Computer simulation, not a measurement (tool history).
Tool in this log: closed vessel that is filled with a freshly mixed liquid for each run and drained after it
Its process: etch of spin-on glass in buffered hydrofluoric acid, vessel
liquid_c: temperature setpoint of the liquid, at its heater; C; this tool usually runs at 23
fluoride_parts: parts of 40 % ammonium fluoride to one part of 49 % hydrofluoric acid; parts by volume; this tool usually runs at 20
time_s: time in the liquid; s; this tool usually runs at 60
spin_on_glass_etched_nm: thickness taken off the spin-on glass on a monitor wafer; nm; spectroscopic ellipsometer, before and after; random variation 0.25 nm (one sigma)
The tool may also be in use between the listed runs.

run,day,liquid_c,fluoride_parts,time_s,wafers since the last listed run,hours since the thermometer was replaced,hours since the hydrofluoric acid flow meter was replaced,hours since the gauge calibration,"read-back film thickness of the spin-on glass reference wafer, read on the same gauge (nm)",spin_on_glass_etched_nm
1,0,23,20,60,0,800.3,2097.6,54.9,109.95,79.36
2,0.862,23,20,60,2831,821,2118.3,75.6,109.99,79.04
3,1.846,23,20,60,3228,844.6,2141.9,99.2,109.97,79.23
4,3.154,23,20,60,4295,876,2173.3,130.6,110.01,79.17
5,4.175,23,20,60,3351,900.5,2197.8,155.1,109.99,79.07
6,5.458,23,20,80,4213,931.3,2228.6,185.9,110.03,105.21
7,6.729,23,20,80,4172,961.8,2259.1,216.4,110,105.08
8,7.983,23,20,80,4117,991.9,2289.2,246.5,110.01,104.77
# day 8.904: thermometer replaced
9,9.25,23,20,60,4021,8.3,2319.6,276.9,109.96,82.21
10,10.679,23,20,60,4692,42.6,2353.9,311.2,109.99,82.09
11,11.479,20,20,60,2626,61.8,2373.1,330.4,110,69.37
12,12.183,20,20,60,2311,78.7,2390,347.3,110.03,68.86
13,12.75,20,20,60,1860,92.3,2403.6,360.9,109.98,69.16
14,13.462,23,20,60,2339,109.4,2420.7,378,110.03,81.38
15,14.083,23,20,60,2038,124.3,2435.6,392.9,109.99,81.32
# day 14.712: hydrofluoric acid flow meter replaced
16,15.558,26,16,60,4705,159.7,20.3,428.3,110,119.53
17,16.312,19,20,60,2476,177.8,38.4,446.4,110.03,65.02
18,18.988,25.5,13.5,45,8782,242,102.6,510.6,109.94,102.73
19,20.279,26,20,75,4240,273,133.6,541.6,109.99,119.57
20,21.567,21,20,60,4227,303.9,164.5,572.5,109.99,72.52
21,22.258,26,20,30,2270,320.5,181.1,589.1,110.02,47.82
22,26.15,23,24.5,30,12777,413.9,274.5,682.5,110.03,35.05
# day 26.804: gauge calibrated
23,27.108,26,20,60,3146,436.9,297.5,7.3,110,94.58
24,27.888,23,20,60,2558,455.6,316.2,26,110.01,80.33
25,28.738,21.5,20,60,2790,476,336.6,46.4,109.96,73.94
26,29.917,20.5,20,60,3871,504.3,364.9,74.7,109.99,69.76
27,31.088,26.5,20,85,3844,532.4,393,102.8,110.02,137.3
28,34.767,26.5,20,70,12079,620.7,481.3,191.1,110.02,112.96
29,36.254,26.5,15,75,4883,656.4,517,226.8,110.01,160.66
30,36.762,23,12.5,60,1668,668.6,529.2,239,109.99,126.1
31,38.238,26,20,85,4842,704,564.6,274.4,109.98,133.4
32,38.908,23,24.5,30,2202,720.1,580.7,290.5,110.05,34.7

Table of differences, measured result less the result of that run with no hidden state. Run-to-run variation is the same in both. Gauge scatter possibly is not:
The tool's hidden condition here consists of: liquid colder than its thermometer reads (K); hydrofluoric acid flow above the setpoint (%); gauge reads high (%).
run,spin_on_glass_etched_nm
1,-2.86
2,-2.93
3,-2.98
4,-3.12
5,-3.2
6,-4.39
7,-4.5
8,-4.61
9,-0.18
10,-0.27
11,-0.31
12,-0.35
13,-0.39
14,-0.49
15,-0.54
16,-0.97
17,-0.63
18,-1.17
19,-1.56
20,-1.06
21,-0.7
22,-0.67
23,-1.86
24,-1.7
25,-1.62
26,-1.62
27,-3.23
28,-3.09
29,-4.65
30,-3.81
31,-4.1
32,-1.13

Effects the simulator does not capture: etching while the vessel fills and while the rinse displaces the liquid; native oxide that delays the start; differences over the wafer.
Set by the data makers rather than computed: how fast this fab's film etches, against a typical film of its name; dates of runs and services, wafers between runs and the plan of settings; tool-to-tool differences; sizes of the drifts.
